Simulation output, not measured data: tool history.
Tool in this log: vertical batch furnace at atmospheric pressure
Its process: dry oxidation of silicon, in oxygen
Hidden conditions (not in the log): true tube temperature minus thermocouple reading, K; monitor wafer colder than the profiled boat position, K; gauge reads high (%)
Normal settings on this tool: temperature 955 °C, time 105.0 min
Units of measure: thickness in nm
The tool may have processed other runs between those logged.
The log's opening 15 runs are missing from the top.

run    hour  temperature   time  wafers since the last listed run  hours since the last temperature calibration  hours since the boat lift was adjusted  hours since the gauge calibration  read-back reference wafer on the same gauge, thickness  thickness
 16  1132.0          935  128.0                               384                                         394.6                                  1714.2                              385.9                                                   42.51      43.27
 17  1214.0          955  105.0                               711                                         476.6                                  1796.2                              467.9                                                   42.46      46.15
 18  1285.1          941   55.0                               617                                         547.7                                  1867.3                              539.0                                                   42.47      25.75
 19  1384.7          955  105.0                               864                                         647.3                                  1966.9                              638.6                                                   42.42      46.15
 20  1439.6          978  123.0                               476                                         702.2                                  2021.8                              693.5                                                   42.39      62.15
 21  1513.5          962  137.5                               641                                         776.1                                  2095.7                              767.4                                                   42.37      59.55
 22  1576.4          955   68.5                               546                                         839.0                                  2158.6                              830.3                                                   42.31      34.42
     1625.4  -- boat lift adjusted
 23  1678.5          955  105.0                               677                                         941.1                                    53.1                              932.4                                                   42.30      46.00
 24  1753.3          955  105.0                               649                                        1015.9                                   127.9                             1007.2                                                   42.29      45.92
 25  1836.6          955  105.0                               723                                        1099.2                                   211.2                             1090.5                                                   42.25      45.88
 26  1929.5          955  105.0                               806                                        1192.1                                   304.1                             1183.4                                                   42.21      46.02
 27  2020.9          955  105.0                               793                                        1283.5                                   395.5                             1274.8                                                   42.18      46.02
 28  2080.1          955  105.0                               513                                        1342.7                                   454.7                             1334.0                                                   42.11      45.74
 29  2169.1          934   91.5                               772                                        1431.7                                   543.7                             1423.0                                                   42.10      33.46
 30  2213.2          941  122.5                               382                                        1475.8                                   587.8                             1467.1                                                   42.07      44.22
 31  2320.8          936   84.5                               934                                        1583.4                                   695.4                             1574.7                                                   42.01      32.33
 32  2388.3          955  132.0                               585                                        1650.9                                   762.9                             1642.2                                                   42.04      53.77
 33  2431.8          946  149.0                               377                                        1694.4                                   806.4                             1685.7                                                   42.03      53.82
 34  2515.4          955  105.0                               725                                        1778.0                                   890.0                             1769.3                                                   41.96      45.69
 35  2596.8          978   53.0                               706                                        1859.4                                   971.4                             1850.7                                                   41.99      34.89
 36  2635.1          939  105.0                               332                                        1897.7                                  1009.7                             1889.0                                                   41.96      38.46
 37  2682.1          976   69.0                               407                                        1944.7                                  1056.7                             1936.0                                                   41.90      40.66
 38  2748.2          943  105.0                               573                                        2010.8                                  1122.8                             2002.1                                                   41.90      40.09
 39  3005.1          961   75.5                              2230                                        2267.7                                  1379.7                             2259.0                                                   41.78      38.57

Each row is a separate what-if for the run after 39, all from the same tool condition, not one after another. Results?
  A  3011.6          955  105.0                                56                                        2274.2                                  1386.2                             2265.5                                                       ?          ?
  B  3011.6          977   85.0                                56                                        2274.2                                  1386.2                             2265.5                                                       ?          ?
  C  3011.6          964  138.0                                56                                        2274.2                                  1386.2                             2265.5                                                       ?          ?
  D  3011.6          964   91.5                                56                                        2274.2                                  1386.2                             2265.5                                                       ?          ?

run  read-back reference wafer on the same gauge, thickness  thickness
  A                                                   41.79      45.50
  B                                                   41.79      47.01
  C                                                   41.79      59.78
  D                                                   41.79      44.78
Stripped of hidden state, with their random variation kept, the same runs would have yielded:
run  thickness
  A      46.60
  B      48.16
  C      61.24
  D      45.86
